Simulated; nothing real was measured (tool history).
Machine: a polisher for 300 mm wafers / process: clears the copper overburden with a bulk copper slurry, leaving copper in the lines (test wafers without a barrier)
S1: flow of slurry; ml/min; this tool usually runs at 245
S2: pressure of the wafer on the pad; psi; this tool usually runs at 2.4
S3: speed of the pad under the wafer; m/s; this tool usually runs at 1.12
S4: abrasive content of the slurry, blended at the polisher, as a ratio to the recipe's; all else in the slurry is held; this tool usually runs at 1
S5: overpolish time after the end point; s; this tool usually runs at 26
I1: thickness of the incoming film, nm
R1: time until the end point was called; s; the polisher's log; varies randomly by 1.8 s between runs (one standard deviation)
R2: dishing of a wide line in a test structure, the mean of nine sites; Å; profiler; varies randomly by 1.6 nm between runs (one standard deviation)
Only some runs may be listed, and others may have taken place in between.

{"run": 1, "hour": 0.0, "S1": 245, "S2": 2.4, "S3": 1.12, "S4": 1, "S5": 16, "I1": 1012.8, "R1": 115.6, "R2": 537}
{"run": 2, "hour": 23.5, "S1": 245, "S2": 2.4, "S3": 1.12, "S4": 1, "S5": 16, "I1": 1017.5, "R1": 119.8, "R2": 574}
{"hour": 29.7, "done": "worn pad replaced by a new one"}
{"run": 3, "hour": 43.0, "S1": 245, "S2": 2.4, "S3": 1.12, "S4": 1, "S5": 16, "I1": 1032.4, "R1": 107.4, "R2": 554}
{"run": 4, "hour": 75.5, "S1": 245, "S2": 2.4, "S3": 1.12, "S4": 1, "S5": 26, "I1": 1020.4, "R1": 114.9, "R2": 651}
{"run": 5, "hour": 109.8, "S1": 245, "S2": 2.4, "S3": 1.12, "S4": 1, "S5": 23, "I1": 1012.3, "R1": 113.6, "R2": 627}
{"run": 6, "hour": 122.4, "S1": 185, "S2": 2.4, "S3": 1.12, "S4": 1, "S5": 26, "I1": 1025.6, "R1": 119.7, "R2": 628}
{"run": 7, "hour": 142.3, "S1": 185, "S2": 2.4, "S3": 1.12, "S4": 1, "S5": 26, "I1": 1040.6, "R1": 122.7, "R2": 666}
{"hour": 161.5, "done": "slurry blender recalibrated"}
{"run": 8, "hour": 167.3, "S1": 245, "S2": 2.4, "S3": 1.12, "S4": 1, "S5": 26, "I1": 1037.6, "R1": 117.9, "R2": 657}
{"hour": 173.4, "done": "worn pad replaced by a new one, of another model than before"}
{"hour": 174.1, "done": "head pressure recalibrated"}
{"run": 9, "hour": 186.6, "S1": 245, "S2": 2.4, "S3": 1.12, "S4": 1, "S5": 26, "I1": 1011.8, "R1": 105.6, "R2": 680}
{"run": 10, "hour": 227.2, "S1": 245, "S2": 2.9, "S3": 1.12, "S4": 1, "S5": 26, "I1": 1025.7, "R1": 102, "R2": 711}
{"run": 11, "hour": 242.8, "S1": 245, "S2": 1.7, "S3": 1.5, "S4": 1.25, "S5": 34, "I1": 1053, "R1": 108.7, "R2": 655}
{"hour": 257.7, "done": "slurry nozzle cleaned"}
{"run": 12, "hour": 262.5, "S1": 285, "S2": 2.4, "S3": 0.82, "S4": 0.85, "S5": 26, "I1": 1042.4, "R1": 146.4, "R2": 632}
{"run": 13, "hour": 288.1, "S1": 245, "S2": 3.2, "S3": 1.12, "S4": 1, "S5": 26, "I1": 1008.6, "R1": 98.6, "R2": 705}
{"run": 14, "hour": 318.8, "S1": 245, "S2": 3, "S3": 1.12, "S4": 1, "S5": 26, "I1": 1011.8, "R1": 105.7, "R2": 679}
{"hour": 327.1, "done": "worn pad replaced by a new one"}
{"run": 15, "hour": 344.8, "S1": 275, "S2": 2.4, "S3": 1.12, "S4": 1, "S5": 26, "I1": 1034.4, "R1": 108.4, "R2": 671}
{"run": 16, "hour": 360.9, "S1": 245, "S2": 2.4, "S3": 1.12, "S4": 1, "S5": 26, "I1": 1038.9, "R1": 111.3, "R2": 683}
{"run": 17, "hour": 375.3, "S1": 245, "S2": 2.4, "S3": 1.12, "S4": 1, "S5": 26, "I1": 1024.2, "R1": 113.2, "R2": 669}
{"run": 18, "hour": 403.6, "S1": 245, "S2": 2.6, "S3": 1.12, "S4": 1, "S5": 26, "I1": 1052.3, "R1": 116.6, "R2": 635}

Here are 5 independent what-if runs from the current tool condition. What would each one return?
{"run": "A", "hour": 404.1, "S1": 245, "S2": 1.9, "S3": 1.12, "S4": 1, "S5": 26, "I1": 1028.2, "R1": "?", "R2": "?"}
{"run": "B", "hour": 404.1, "S1": 290, "S2": 2.1, "S3": 1.12, "S4": 1, "S5": 14, "I1": 1028.2, "R1": "?", "R2": "?"}
{"run": "C", "hour": 404.1, "S1": 225, "S2": 2.4, "S3": 1.12, "S4": 1, "S5": 26, "I1": 1028.2, "R1": "?", "R2": "?"}
{"run": "D", "hour": 404.1, "S1": 245, "S2": 2.4, "S3": 1.12, "S4": 0.85, "S5": 40, "I1": 1028.2, "R1": "?", "R2": "?"}
{"run": "E", "hour": 404.1, "S1": 275, "S2": 2.2, "S3": 1.44, "S4": 1, "S5": 26, "I1": 1028.2, "R1": "?", "R2": "?"}

run=A R1=130.2 R2=627
run=B R1=122.7 R2=507
run=C R1=119.6 R2=655
run=D R1=124.4 R2=703
run=E R1=103.8 R2=670
Had the tool no hidden state, the same runs would have come out as:
run=A R1=117 R2=644
run=B R1=110.2 R2=534
run=C R1=107.5 R2=672
run=D R1=111.8 R2=711
run=E R1=93.3 R2=683

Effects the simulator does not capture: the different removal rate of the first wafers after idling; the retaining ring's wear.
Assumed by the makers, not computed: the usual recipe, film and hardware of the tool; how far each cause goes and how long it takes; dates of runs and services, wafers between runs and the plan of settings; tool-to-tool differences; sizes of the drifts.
